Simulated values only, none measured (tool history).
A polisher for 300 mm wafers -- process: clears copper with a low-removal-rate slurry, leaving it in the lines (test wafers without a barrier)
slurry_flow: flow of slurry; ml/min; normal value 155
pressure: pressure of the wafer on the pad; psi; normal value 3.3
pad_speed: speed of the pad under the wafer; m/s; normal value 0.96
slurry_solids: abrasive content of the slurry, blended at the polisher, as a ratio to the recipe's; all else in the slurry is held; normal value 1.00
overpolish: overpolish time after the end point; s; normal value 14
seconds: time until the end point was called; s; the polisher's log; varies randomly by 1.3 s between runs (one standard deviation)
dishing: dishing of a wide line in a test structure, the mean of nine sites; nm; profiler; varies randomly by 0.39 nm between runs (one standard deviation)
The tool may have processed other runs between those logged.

| run | hour | slurry_flow | pressure | pad_speed | slurry_solids | overpolish | wafers since the last listed run | wafers polished on this pad | hours since the slurry nozzle was cleaned | hours since the head pressure was calibrated | hours since the slurry blender was calibrated | incoming thickness of the incoming film, nm | seconds | dishing |
|---|---|---|---|---|---|---|---|---|---|---|---|---|---|---|
| 1 | 0.0 | 155 | 3.3 | 0.96 | 1.00 | 14 | 0 | 3842 | 278.8 | 28.6 | 455.5 | 266.7 | 76.4 | 32.9 |
|  | 35.9 | slurry blender recalibrated |
| 2 | 42.5 | 155 | 3.3 | 0.96 | 1.00 | 14 | 413 | 4256 | 321.3 | 71.1 | 6.6 | 265.7 | 80.3 | 33.2 |
|  | 54.9 | worn pad replaced by a new one |
| 3 | 76.0 | 155 | 3.3 | 0.96 | 1.00 | 14 | 301 | 215 | 354.8 | 104.6 | 40.1 | 267.6 | 73.7 | 34.5 |
| 4 | 122.2 | 155 | 3.3 | 0.96 | 1.00 | 14 | 472 | 687 | 401.0 | 150.8 | 86.3 | 261.8 | 77.1 | 34.2 |
| 5 | 172.9 | 155 | 3.3 | 0.96 | 1.10 | 14 | 518 | 1205 | 451.7 | 201.5 | 137.0 | 262.1 | 72.6 | 34.5 |
| 6 | 213.7 | 155 | 3.3 | 0.96 | 1.10 | 14 | 416 | 1622 | 492.5 | 242.3 | 177.8 | 268.6 | 76.5 | 34.8 |
| 7 | 243.7 | 155 | 2.2 | 0.96 | 1.00 | 19 | 306 | 1929 | 522.5 | 272.3 | 207.8 | 263.9 | 107.5 | 32.8 |
| 8 | 296.9 | 155 | 3.3 | 0.66 | 1.00 | 11 | 543 | 2472 | 575.7 | 325.5 | 261.0 | 263.5 | 110.5 | 19.6 |
| 9 | 366.9 | 155 | 3.7 | 0.96 | 0.70 | 21 | 715 | 3188 | 645.7 | 395.5 | 331.0 | 265.5 | 83.8 | 45.4 |
| 10 | 397.1 | 140 | 3.3 | 0.96 | 1.00 | 7 | 308 | 3496 | 675.9 | 425.7 | 361.2 | 263.3 | 80.0 | 17.3 |
| 11 | 422.8 | 155 | 2.2 | 1.26 | 1.20 | 14 | 262 | 3759 | 701.6 | 451.4 | 386.9 | 263.4 | 76.3 | 32.1 |
|  | 431.9 | head pressure recalibrated |
|  | 488.4 | slurry blender recalibrated |
|  | 519.8 | worn pad replaced by a new one |
| 12 | 614.2 | 185 | 2.3 | 0.96 | 1.25 | 7 | 1874 | 964 | 893.0 | 182.3 | 125.8 | 263.9 | 92.5 | 15.1 |
|  | 622.3 | slurry nozzle cleaned |
| 13 | 677.2 | 155 | 2.6 | 0.96 | 1.00 | 14 | 633 | 1598 | 54.9 | 245.3 | 188.8 | 264.7 | 92.5 | 27.7 |
| 14 | 720.9 | 155 | 3.3 | 0.72 | 0.75 | 14 | 446 | 2044 | 98.6 | 289.0 | 232.5 | 261.0 | 111.6 | 24.1 |
| 15 | 761.2 | 155 | 2.9 | 0.96 | 1.00 | 14 | 411 | 2456 | 138.9 | 329.3 | 272.8 | 266.8 | 90.8 | 30.1 |
| 16 | 790.3 | 155 | 4.3 | 0.64 | 1.00 | 18 | 297 | 2753 | 168.0 | 358.4 | 301.9 | 263.6 | 90.7 | 36.5 |
| 17 | 832.9 | 180 | 3.7 | 0.96 | 0.80 | 17 | 435 | 3189 | 210.6 | 401.0 | 344.5 | 264.1 | 75.6 | 40.4 |
|  | 841.3 | head pressure recalibrated |
| 18 | 888.7 | 105 | 4.4 | 0.70 | 1.00 | 14 | 549 | 3738 | 266.4 | 47.4 | 400.3 | 266.1 | 95.3 | 29.5 |
|  | 930.1 | slurry blender recalibrated |
| 19 | 985.5 | 155 | 3.0 | 0.96 | 1.00 | 14 | 968 | 4707 | 363.2 | 144.2 | 55.4 | 264.5 | 84.4 | 29.5 |
|  | 995.1 | worn pad replaced by a new one |
| 20 | 1013.8 | 155 | 3.3 | 0.96 | 1.00 | 14 | 248 | 191 | 391.5 | 172.5 | 83.7 | 264.3 | 75.1 | 35.2 |
| 21 | 1058.4 | 180 | 3.7 | 0.96 | 1.15 | 14 | 455 | 647 | 436.1 | 217.1 | 128.3 | 266.0 | 63.8 | 39.9 |
| 22 | 1122.8 | 155 | 2.5 | 0.80 | 0.80 | 14 | 658 | 1305 | 500.5 | 281.5 | 192.7 | 268.4 | 125.9 | 21.9 |
| 23 | 1160.4 | 155 | 3.3 | 0.96 | 1.00 | 14 | 384 | 1689 | 538.1 | 319.1 | 230.3 | 262.7 | 76.6 | 33.4 |
| 24 | 1215.4 | 155 | 3.3 | 1.24 | 1.00 | 20 | 562 | 2251 | 593.1 | 374.1 | 285.3 | 258.8 | 58.6 | 54.4 |
|  | 1227.1 | head pressure recalibrated |
| 25 | 1285.1 | 155 | 3.3 | 0.96 | 1.00 | 14 | 691 | 2943 | 662.8 | 58.0 | 355.0 | 261.2 | 75.8 | 32.7 |
| 26 | 1327.0 | 180 | 3.0 | 0.72 | 0.90 | 14 | 428 | 3371 | 704.7 | 99.9 | 396.9 | 262.2 | 117.8 | 23.3 |
|  | 1334.7 | slurry blender recalibrated |
|  | 1382.0 | worn pad replaced by a new one |
| 27 | 1382.5 | 155 | 3.3 | 0.96 | 1.00 | 14 | 505 | 4 | 760.2 | 155.4 | 47.8 | 263.3 | 72.0 | 35.4 |

Predict each of these 5 candidate next runs independently; none follows another, all start after run 27:
| A | 1382.9 | 195 | 3.3 | 0.96 | 1.00 | 14 | 4 | 8 | 760.6 | 155.8 | 48.2 | 263.3 | ? | ? |
| B | 1382.9 | 140 | 3.3 | 0.84 | 1.30 | 14 | 4 | 8 | 760.6 | 155.8 | 48.2 | 263.3 | ? | ? |
| C | 1382.9 | 155 | 3.3 | 0.78 | 1.00 | 8 | 4 | 8 | 760.6 | 155.8 | 48.2 | 263.3 | ? | ? |
| D | 1382.9 | 175 | 3.3 | 0.74 | 1.00 | 7 | 4 | 8 | 760.6 | 155.8 | 48.2 | 263.3 | ? | ? |
| E | 1382.9 | 125 | 3.3 | 1.12 | 0.75 | 14 | 4 | 8 | 760.6 | 155.8 | 48.2 | 263.3 | ? | ? |

| run | seconds | dishing |
|---|---|---|
| A | 67.8 | 36.3 |
| B | 74.7 | 33.4 |
| C | 86.2 | 17.9 |
| D | 89.3 | 15.3 |
| E | 69.0 | 35.7 |
Without the tool's hidden state the same runs would have given:
| run | seconds | dishing |
|---|---|---|
| A | 67.7 | 36.3 |
| B | 74.5 | 33.5 |
| C | 86.0 | 17.9 |
| D | 89.1 | 15.3 |
| E | 68.9 | 35.8 |
